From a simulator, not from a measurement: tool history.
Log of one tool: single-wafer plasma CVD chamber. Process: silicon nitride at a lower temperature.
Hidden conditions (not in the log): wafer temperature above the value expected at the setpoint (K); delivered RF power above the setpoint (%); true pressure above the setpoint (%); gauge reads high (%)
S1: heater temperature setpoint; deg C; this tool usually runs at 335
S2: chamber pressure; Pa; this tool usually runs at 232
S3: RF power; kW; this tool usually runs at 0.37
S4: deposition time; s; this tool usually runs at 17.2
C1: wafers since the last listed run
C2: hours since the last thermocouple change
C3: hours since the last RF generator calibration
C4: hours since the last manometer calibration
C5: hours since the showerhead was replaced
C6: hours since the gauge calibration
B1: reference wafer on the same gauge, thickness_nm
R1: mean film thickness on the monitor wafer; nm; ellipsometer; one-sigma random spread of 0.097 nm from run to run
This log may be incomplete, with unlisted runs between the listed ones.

run	hour	S1	S2	S3	S4	C1	C2	C3	C4	C5	C6	B1	R1
1	0	341	232	0.37	17.2	0	1128.4	53.1	1524.3	7047.6	125.9	23.184	25.333
2	49	341	232	0.37	17.2	918	1177.4	102.1	1573.3	7096.6	174.9	23.16	25.368
3	119	341	232	0.37	17.2	1311	1247.4	172.1	1643.3	7166.6	244.9	23.195	25.484
4	177.4	335	232	0.37	17.2	1094	1305.8	230.5	1701.7	7225	303.3	23.178	25.587
5	206.4	335	257	0.37	17.2	543	1334.8	259.5	1730.7	7254	332.3	23.179	25.773
6	274.9	335	257	0.37	17.2	1283	1403.3	328	1799.2	7322.5	400.8	23.191	25.825
7	311.6	335	232	0.37	17.2	687	1440	364.7	1835.9	7359.2	437.5	23.175	25.21
8	379.4	335	232	0.37	17.2	1270	1507.8	432.5	1903.7	7427	505.3	23.163	25.25
9	448.8	335	232	0.37	17.2	1300	1577.2	501.9	1973.1	7496.4	574.7	23.213	25.388
10	491.6	335	232	0.37	17.2	802	1620	544.7	2015.9	7539.2	617.5	23.177	25.264
# hour 592.7: showerhead replaced
11	595.9	329	232	0.37	17.2	1804	1724.3	649	2120.2	3.2	721.8	23.229	25.285
12	627.6	335	232	0.37	17.2	594	1756	680.7	2151.9	34.9	753.5	23.189	24.909
# hour 663: gauge calibrated
13	665.4	335	232	0.37	20.2	708	1793.8	718.5	2189.7	72.7	2.4	23.191	29.33
# hour 688.8: capacitance manometer re-zeroed and calibrated
14	697.4	335	232	0.37	17.2	449	1825.8	750.5	8.6	104.7	34.4	23.208	25.2
# hour 715.4: thermocouple changed; heater temperature recalibrated
15	724.2	322	205	0.37	14.1	352	8.8	777.3	35.4	131.5	61.2	23.176	20.29
16	793.9	335	209	0.37	17.2	1306	78.5	847	105.1	201.2	130.9	23.212	24.695
17	835.5	335	232	0.37	17.2	779	120.1	888.6	146.7	242.8	172.5	23.216	24.872
# hour 851.2: RF generator calibrated
18	875.3	335	232	0.315	17.2	595	159.9	24.1	186.5	282.6	212.3	23.166	22.472
19	945.8	335	183	0.37	17.2	1321	230.4	94.6	257	353.1	282.8	23.197	24.625
20	1016.3	346	232	0.4	17.2	1321	300.9	165.1	327.5	423.6	353.3	23.234	26.889
21	1084.8	335	249	0.405	17.2	1283	369.4	233.6	396	492.1	421.8	23.197	27.384

Branching from run 21: 5 alternative next runs. What would each branch give?
A	1085.2	335	232	0.31	17.2	7	369.8	234	396.4	492.5	422.2	?	?
B	1085.2	335	181	0.41	17.2	7	369.8	234	396.4	492.5	422.2	?	?
C	1085.2	322	232	0.33	17.2	7	369.8	234	396.4	492.5	422.2	?	?
D	1085.2	335	276	0.37	17.2	7	369.8	234	396.4	492.5	422.2	?	?
E	1085.2	335	232	0.37	18.1	7	369.8	234	396.4	492.5	422.2	?	?

run	B1	R1
A	23.215	22.049
B	23.215	26.314
C	23.215	23.282
D	23.215	25.993
E	23.215	26.63
What these runs would have given with no unlogged condition in the tool:
run	R1
A	22.089
B	26.355
C	23.323
D	26.037
E	26.675

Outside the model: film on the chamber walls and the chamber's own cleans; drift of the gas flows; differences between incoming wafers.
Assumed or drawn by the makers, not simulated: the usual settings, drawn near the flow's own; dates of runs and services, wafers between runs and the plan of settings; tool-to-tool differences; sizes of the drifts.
